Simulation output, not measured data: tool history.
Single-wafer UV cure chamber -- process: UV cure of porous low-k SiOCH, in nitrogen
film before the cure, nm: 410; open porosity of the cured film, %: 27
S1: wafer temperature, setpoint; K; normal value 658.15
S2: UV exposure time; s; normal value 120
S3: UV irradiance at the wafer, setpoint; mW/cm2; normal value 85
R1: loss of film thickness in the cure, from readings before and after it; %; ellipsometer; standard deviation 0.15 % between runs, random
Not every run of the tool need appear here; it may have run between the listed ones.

run 1 day=0 | S1=658.15 S2=120 S3=85 | R1=8.446
run 2 day=2.362 | S1=669.15 S2=120 S3=85 | R1=7.966
-- day=2.854 quartz window cleaned
run 3 day=3.512 | S1=658.15 S2=120 S3=85 | R1=9.691
run 4 day=6.179 | S1=658.15 S2=120 S3=85 | R1=9.458
run 5 day=8.012 | S1=662.15 S2=120 S3=85 | R1=9.271
run 6 day=10.883 | S1=662.15 S2=120 S3=85 | R1=9.363
run 7 day=12.404 | S1=658.15 S2=120 S3=85 | R1=9.14
run 8 day=13.45 | S1=658.15 S2=120 S3=85 | R1=9.159
run 9 day=16.267 | S1=658.15 S2=120 S3=85 | R1=8.631
run 10 day=17.792 | S1=672.15 S2=95 S3=85 | R1=7.91
run 11 day=20.317 | S1=658.15 S2=120 S3=85 | R1=7.915
-- day=21.167 quartz window cleaned
run 12 day=21.388 | S1=658.15 S2=120 S3=85 | R1=9.278
run 13 day=24.217 | S1=658.15 S2=120 S3=85 | R1=9.609
run 14 day=26.683 | S1=658.15 S2=120 S3=85 | R1=9.234
run 15 day=27.712 | S1=658.15 S2=120 S3=85 | R1=9.438
run 16 day=29.508 | S1=658.15 S2=85 S3=85 | R1=7.634
run 17 day=34.108 | S1=658.15 S2=85 S3=85 | R1=7.303
run 18 day=36.112 | S1=658.15 S2=120 S3=85 | R1=8.272
run 19 day=38.8 | S1=658.15 S2=120 S3=85 | R1=8.072
-- day=39.962 quartz window cleaned
run 20 day=41.204 | S1=658.15 S2=120 S3=85 | R1=9.574
run 21 day=43.762 | S1=658.15 S2=120 S3=85 | R1=9.324
run 22 day=45.167 | S1=646.15 S2=85 S3=108 | R1=8.375
-- day=45.938 UV bulbs replaced
run 23 day=47.042 | S1=675.15 S2=120 S3=85 | R1=9.543
run 24 day=49.846 | S1=675.15 S2=55 S3=46 | R1=3.558
run 25 day=52.425 | S1=658.15 S2=120 S3=85 | R1=8.773
run 26 day=54.475 | S1=675.15 S2=190 S3=85 | R1=11.465
-- day=54.996 quartz window cleaned
run 27 day=56.429 | S1=658.15 S2=80 S3=66 | R1=6.274
run 28 day=57.829 | S1=658.15 S2=120 S3=85 | R1=9.304
run 29 day=59.662 | S1=658.15 S2=120 S3=85 | R1=9.236
run 30 day=60.808 | S1=649.15 S2=170 S3=85 | R1=10.793
run 31 day=63.471 | S1=658.15 S2=120 S3=85 | R1=9.419
run 32 day=65.688 | S1=639.15 S2=120 S3=51 | R1=6.178
run 33 day=66.808 | S1=646.15 S2=160 S3=52 | R1=7.481
run 34 day=68.888 | S1=670.15 S2=120 S3=98 | R1=9.547
-- day=70.9 quartz window cleaned
run 35 day=75.129 | S1=658.15 S2=120 S3=74 | R1=8.643
run 36 day=76.467 | S1=642.15 S2=120 S3=115 | R1=10.252
run 37 day=77.771 | S1=645.15 S2=140 S3=45 | R1=6.894
run 38 day=79.121 | S1=648.15 S2=120 S3=119 | R1=10.656
run 39 day=81.454 | S1=658.15 S2=50 S3=114 | R1=6.279
run 40 day=83.025 | S1=651.15 S2=120 S3=85 | R1=8.491

Run by run, hidden condition taken away, random variation retained:
Hidden conditions of the tool in this case: lamp output below its setpoint, %; transmission lost against a clean window, %.
run=1 R1=9.507
run=2 R1=9.346
run=3 R1=9.702
run=4 R1=9.506
run=5 R1=9.374
run=6 R1=9.609
run=7 R1=9.485
run=8 R1=9.59
run=9 R1=9.311
run=10 R1=8.774
run=11 R1=9.087
run=12 R1=9.291
run=13 R1=9.657
run=14 R1=9.356
run=15 R1=9.609
run=16 R1=7.89
run=17 R1=7.922
run=18 R1=9.115
run=19 R1=9.304
run=20 R1=9.713
run=21 R1=9.507
run=22 R1=8.596
run=23 R1=9.862
run=24 R1=3.866
run=25 R1=9.503
run=26 R1=12.503
run=27 R1=6.332
run=28 R1=9.392
run=29 R1=9.373
run=30 R1=10.981
run=31 R1=9.753
run=32 R1=6.603
run=33 R1=8.031
run=34 R1=10.363
run=35 R1=8.766
run=36 R1=10.427
run=37 R1=7.111
run=38 R1=10.976
run=39 R1=6.702
run=40 R1=9.092
